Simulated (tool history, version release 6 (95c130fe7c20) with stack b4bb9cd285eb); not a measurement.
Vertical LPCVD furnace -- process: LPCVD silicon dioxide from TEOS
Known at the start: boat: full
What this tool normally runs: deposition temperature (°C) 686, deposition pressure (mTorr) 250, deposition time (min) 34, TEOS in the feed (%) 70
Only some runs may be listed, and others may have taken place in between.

| run | day | deposition temperature (°C) | deposition pressure (mTorr) | deposition time (min) | TEOS in the feed (%) | read-back reference wafer on the same gauge, thickness | film thickness on the monitor wafer in the middle of the boat (angstrom) |
|---|---|---|---|---|---|---|---|
| 1 | 0 | 689 | 250 | 34 | 70 | 147.09 | 1824 |
| 2 | 0.767 | 686 | 300 | 34 | 70 | 147.01 | 1864 |
| 3 | 2.104 | 690 | 250 | 40 | 70 | 146.92 | 2196.1 |
|  | 3.983 | TEOS flow controller replaced |
| 4 | 4.004 | 690 | 250 | 40 | 70 | 146.93 | 2211.8 |
| 5 | 7.046 | 686 | 250 | 34 | 70 | 146.94 | 1700.4 |
| 6 | 8.162 | 686 | 250 | 34 | 70 | 146.99 | 1709.7 |
| 7 | 9.383 | 686 | 250 | 26 | 70 | 147.11 | 1310.8 |
| 8 | 10.9 | 686 | 250 | 34 | 70 | 147 | 1720.2 |
| 9 | 12.004 | 686 | 200 | 46 | 70 | 147.26 | 2066.9 |
| 10 | 12.558 | 678 | 250 | 30 | 70 | 147 | 1249.1 |
| 11 | 13.596 | 692 | 250 | 34 | 79 | 147.07 | 2095.1 |
| 12 | 14.142 | 686 | 310 | 25 | 76 | 146.9 | 1464.3 |
| 13 | 14.754 | 679 | 270 | 39.5 | 56 | 147.01 | 1569 |
|  | 17.017 | thermocouples replaced and temperature profile calibrated |
| 14 | 17.038 | 682 | 250 | 34 | 70 | 146.86 | 1425.1 |
| 15 | 17.354 | 683 | 310 | 47 | 60 | 147.2 | 2084.2 |
| 16 | 18 | 679 | 270 | 39.5 | 56 | 147.05 | 1449.1 |
| 17 | 19.379 | 676 | 250 | 34 | 70 | 146.89 | 1239.8 |
|  | 21.617 | pressure gauge zeroed |
| 18 | 21.638 | 681 | 250 | 24 | 84 | 147.24 | 1075.9 |
|  | 21.925 | gauge calibrated |
| 19 | 22.171 | 686 | 310 | 25 | 76 | 147.08 | 1344.3 |
| 20 | 23.612 | 696 | 190 | 34 | 81 | 147.07 | 1883 |
| 21 | 24.642 | 692 | 250 | 34 | 70 | 146.96 | 1825.8 |
| 22 | 25.717 | 686 | 250 | 34 | 70 | 146.86 | 1585.9 |
| 23 | 26.479 | 686 | 250 | 34 | 70 | 147.12 | 1579.1 |
| 24 | 27.238 | 686 | 250 | 34 | 70 | 147.04 | 1592.4 |
| 25 | 28.025 | 686 | 250 | 34 | 70 | 147.04 | 1589.2 |
| 26 | 28.725 | 689 | 250 | 34 | 70 | 147.01 | 1712.3 |
| 27 | 29.783 | 686 | 250 | 34 | 60 | 146.68 | 1468 |
| 28 | 30.838 | 675 | 200 | 34 | 57 | 147.07 | 984.6 |
| 29 | 31.367 | 679 | 280 | 34 | 59 | 147.21 | 1309.8 |
| 30 | 32.75 | 686 | 310 | 25 | 76 | 147.03 | 1362.4 |
| 31 | 33.696 | 691 | 250 | 22 | 63 | 147.07 | 1097.8 |

Difference, measured minus no-hidden-state, one row per run. Run-to-run variation is common to both terms; the gauge's own scatter need not be:
Hidden state present: true tube temperature minus thermocouple reading, K; true pressure minus gauge reading, mTorr; deviation of the TEOS flow from its setpoint, %; gauge reads high (%).
| run | film thickness on the monitor wafer in the middle of the boat (angstrom) |
|---|---|
| 1 | +156.9 |
| 2 | +162.3 |
| 3 | +191.8 |
| 4 | +196.2 |
| 5 | +155.8 |
| 6 | +158 |
| 7 | +122.3 |
| 8 | +162.4 |
| 9 | +196.8 |
| 10 | +121.3 |
| 11 | +199.5 |
| 12 | +141.7 |
| 13 | +154.6 |
| 14 | +16.9 |
| 15 | +25.1 |
| 16 | +18.4 |
| 17 | +17.2 |
| 18 | +16.7 |
| 19 | +21.2 |
| 20 | +31.2 |
| 21 | +32 |
| 22 | +29.5 |
| 23 | +30.2 |
| 24 | +31.5 |
| 25 | +32.4 |
| 26 | +35.6 |
| 27 | +31.9 |
| 28 | +22.8 |
| 29 | +30.5 |
| 30 | +32.8 |
| 31 | +27 |

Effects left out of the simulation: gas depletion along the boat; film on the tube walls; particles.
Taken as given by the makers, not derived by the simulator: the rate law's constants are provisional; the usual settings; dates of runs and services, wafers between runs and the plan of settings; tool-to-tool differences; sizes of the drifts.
